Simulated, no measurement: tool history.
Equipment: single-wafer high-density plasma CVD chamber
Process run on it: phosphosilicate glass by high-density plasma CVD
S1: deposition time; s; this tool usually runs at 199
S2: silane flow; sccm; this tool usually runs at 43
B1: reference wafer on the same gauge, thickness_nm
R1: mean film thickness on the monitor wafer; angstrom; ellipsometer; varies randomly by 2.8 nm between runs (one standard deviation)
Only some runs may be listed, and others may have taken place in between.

run   hour   S1  S2       B1        R1
  1    0.0  199  48  863.632   9784.97
  2   73.5  199  48  863.620   9800.64
     100.2  -- gauge calibrated
  3  103.2  181  43  864.353   7949.63
  4  135.1  181  43  864.415   7939.54
  5  156.9  199  43  863.426   8728.96
  6  169.7  199  43  864.020   8784.22
  7  194.9  199  43  864.006   8771.28
     225.2  -- silane flow controller replaced
  8  229.8  199  38  864.388   7736.34
  9  252.7  199  43  863.858   8786.67
 10  266.2  199  36  863.867   7312.70
 11  284.2  199  43  863.646   8768.02
 12  302.8  182  46  864.009   8567.51
 13  320.7  227  37  864.242   8601.58
 14  338.9  167  49  863.891   8432.07
 15  363.7  234  48  863.785  11475.94
     378.7  -- gauge calibrated
 16  386.4  170  37  864.642   6438.57
 17  412.1  233  46  863.931  10916.13
 18  438.9  199  43  864.212   8722.19
 19  471.1  231  36  864.362   8514.14
 20  504.3  209  38  863.943   8122.38
 21  524.7  173  51  863.963   9000.45

Here are 3 independent what-if runs from the current tool condition. What would each one return?
  A  525.2  199  43   ?   ?
  B  525.2  235  49   ?   ?
  C  525.2  211  39   ?   ?

run       B1        R1
  A  863.897   8751.24
  B  863.897  11776.38
  C  863.897   8415.79
What these runs would have given with no unlogged condition in the tool:
run        R1
  A   8751.24
  B  11776.38
  C   8415.79
